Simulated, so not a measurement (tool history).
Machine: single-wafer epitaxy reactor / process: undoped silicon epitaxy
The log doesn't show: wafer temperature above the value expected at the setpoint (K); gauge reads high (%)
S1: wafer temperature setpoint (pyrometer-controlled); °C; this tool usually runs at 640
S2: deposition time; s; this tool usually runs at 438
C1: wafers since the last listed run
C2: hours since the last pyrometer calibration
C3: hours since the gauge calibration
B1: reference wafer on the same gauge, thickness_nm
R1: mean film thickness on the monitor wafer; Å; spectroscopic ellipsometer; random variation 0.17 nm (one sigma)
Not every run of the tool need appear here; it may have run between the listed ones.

| run | hour | S1 | S2 | C1 | C2 | C3 | B1 | R1 |
|---|---|---|---|---|---|---|---|---|
| 1 | 0.0 | 640 | 438 | 0 | 1620.6 | 950.2 | 71.467 | 632.36 |
| 2 | 64.4 | 640 | 438 | 173 | 1685.0 | 1014.6 | 71.508 | 632.10 |
| 3 | 102.2 | 643 | 410 | 101 | 1722.8 | 1052.4 | 71.419 | 626.84 |
| 4 | 141.5 | 640 | 490 | 105 | 1762.1 | 1091.7 | 71.420 | 709.26 |
| 5 | 205.9 | 640 | 490 | 173 | 1826.5 | 1156.1 | 71.523 | 710.00 |
| 6 | 252.4 | 640 | 438 | 124 | 1873.0 | 1202.6 | 71.494 | 636.07 |
| 7 | 327.2 | 640 | 438 | 201 | 1947.8 | 1277.4 | 71.500 | 631.03 |
| 8 | 371.5 | 640 | 438 | 119 | 1992.1 | 1321.7 | 71.447 | 633.96 |
| 9 | 457.4 | 640 | 438 | 230 | 2078.0 | 1407.6 | 71.538 | 634.61 |
| 10 | 560.0 | 633 | 438 | 275 | 2180.6 | 1510.2 | 71.465 | 549.72 |
|  | 623.7 | gauge calibrated |
| 11 | 679.0 | 633 | 438 | 319 | 2299.6 | 55.3 | 71.487 | 550.16 |
| 12 | 756.6 | 640 | 460 | 208 | 2377.2 | 132.9 | 71.503 | 663.56 |
| 13 | 834.9 | 640 | 438 | 210 | 2455.5 | 211.2 | 71.499 | 631.55 |
| 14 | 902.7 | 640 | 438 | 182 | 2523.3 | 279.0 | 71.452 | 632.75 |
| 15 | 950.0 | 640 | 438 | 127 | 2570.6 | 326.3 | 71.491 | 631.45 |
| 16 | 1038.2 | 640 | 438 | 237 | 2658.8 | 414.5 | 71.522 | 630.24 |
| 17 | 1079.9 | 629 | 485 | 112 | 2700.5 | 456.2 | 71.504 | 559.47 |
|  | 1121.4 | pyrometer calibrated |
| 18 | 1122.0 | 645 | 495 | 91 | 0.6 | 498.3 | 71.517 | 792.28 |
| 19 | 1188.2 | 628 | 512 | 177 | 66.8 | 564.5 | 71.509 | 579.33 |
| 20 | 1266.3 | 626 | 355 | 209 | 144.9 | 642.6 | 71.481 | 384.18 |
| 21 | 1318.6 | 627 | 399 | 140 | 197.2 | 694.9 | 71.491 | 440.19 |
| 22 | 1366.9 | 640 | 438 | 129 | 245.5 | 743.2 | 71.490 | 635.23 |
| 23 | 1439.5 | 629 | 503 | 195 | 318.1 | 815.8 | 71.596 | 582.81 |
| 24 | 1504.2 | 640 | 479 | 173 | 382.8 | 880.5 | 71.495 | 692.43 |
| 25 | 1583.3 | 640 | 385 | 212 | 461.9 | 959.6 | 71.512 | 557.26 |
| 26 | 1623.3 | 640 | 438 | 107 | 501.9 | 999.6 | 71.452 | 632.79 |
| 27 | 1747.7 | 640 | 438 | 334 | 626.3 | 1124.0 | 71.504 | 630.36 |
| 28 | 1839.2 | 634 | 517 | 245 | 717.8 | 1215.5 | 71.481 | 662.88 |

Branching from run 28: 5 alternative next runs. What would each branch give?
| A | 1839.7 | 640 | 438 | 1 | 718.3 | 1216.0 | ? | ? |
| B | 1839.7 | 640 | 391 | 1 | 718.3 | 1216.0 | ? | ? |
| C | 1839.7 | 650 | 438 | 1 | 718.3 | 1216.0 | ? | ? |
| D | 1839.7 | 627 | 358 | 1 | 718.3 | 1216.0 | ? | ? |
| E | 1839.7 | 652 | 499 | 1 | 718.3 | 1216.0 | ? | ? |

| run | B1 | R1 |
|---|---|---|
| A | 71.529 | 631.75 |
| B | 71.529 | 563.96 |
| C | 71.529 | 771.90 |
| D | 71.529 | 395.55 |
| E | 71.529 | 914.93 |
What these runs would have given with no unlogged condition in the tool:
| run | R1 |
|---|---|
| A | 631.75 |
| B | 563.96 |
| C | 771.90 |
| D | 395.55 |
| E | 914.93 |
